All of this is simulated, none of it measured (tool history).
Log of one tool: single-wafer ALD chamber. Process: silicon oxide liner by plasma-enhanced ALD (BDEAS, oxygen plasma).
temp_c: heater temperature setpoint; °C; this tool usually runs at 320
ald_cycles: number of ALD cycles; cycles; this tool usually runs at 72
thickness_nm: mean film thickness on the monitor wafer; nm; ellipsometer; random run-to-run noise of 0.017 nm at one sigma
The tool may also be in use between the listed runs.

run    hour  temp_c  ald_cycles  read-back reference wafer on the same gauge, thickness_nm  thickness_nm
  1     0.0     320          63                                                      6.059         5.758
  2    51.9     320          63                                                      6.059         5.782
  3   124.5     312          72                                                      6.054         6.687
  4   182.5     312          72                                                      6.045         6.631
  5   237.2     320          72                                                      6.057         6.585
  6   289.7     320          72                                                      6.054         6.606
  7   355.5     331          72                                                      6.041         6.502
  8   408.1     331          72                                                      6.048         6.503
  9   453.1     331          72                                                      6.050         6.489
 10   503.0     320          72                                                      6.040         6.557
 11   560.2     320          72                                                      6.041         6.580
 12   636.9     320          72                                                      6.035         6.572
 13   715.1     320          72                                                      6.037         6.583
 14   818.7     320          72                                                      6.028         6.570
 15   905.0     320          72                                                      6.031         6.575
 16   959.1     320          72                                                      6.020         6.556
 17  1123.4     320          72                                                      6.020         6.570
 18  1222.2     320          72                                                      6.018         6.572
 19  1319.7     325          85                                                      6.014         7.688
 20  1399.3     305          72                                                      6.009         6.664
 21  1436.6     313          86                                                      6.007         7.891
 22  1495.5     308          72                                                      6.093         6.740
 23  1549.4     320          72                                                      6.089         6.646
 24  1682.1     330          58                                                      6.081         5.276
 25  1778.5     306          65                                                      6.083         6.063
 26  1823.3     329          82                                                      6.087         7.443
 27  1891.3     306          62                                                      6.083         5.795
 28  1971.0     320          78                                                      6.072         7.166
 29  2070.0     320          79                                                      6.077         7.269
 30  2153.1     324          76                                                      6.072         6.933
 31  2220.2     320          72                                                      6.057         6.618
 32  2266.5     312          72                                                      6.065         6.659
 33  2307.5     308          84                                                      6.066         7.839
 34  2369.3     320          72                                                      6.060         6.587
 35  2444.7     320          62                                                      6.054         5.660
 36  2493.5     329          67                                                      6.056         6.087

Not shown: 2 entries that the log had between the listed runs. Between which runs, and how does the tool's hidden state differ before and after?
In the gap between runs 17 and 18: thermocouple changed; heater temperature recalibrated (hour 1155.3)
  gauge reads high (%): -1.15 -> -1.2
  measured less the result without the state, thickness_nm: -0.076 -> -0.080 nm
In the gap between runs 21 and 22: gauge calibrated (hour 1460.6)
  gauge reads high (%): -1.32 -> 0.0127
  measured less the result without the state, thickness_nm: -0.105 -> +0.001 nm

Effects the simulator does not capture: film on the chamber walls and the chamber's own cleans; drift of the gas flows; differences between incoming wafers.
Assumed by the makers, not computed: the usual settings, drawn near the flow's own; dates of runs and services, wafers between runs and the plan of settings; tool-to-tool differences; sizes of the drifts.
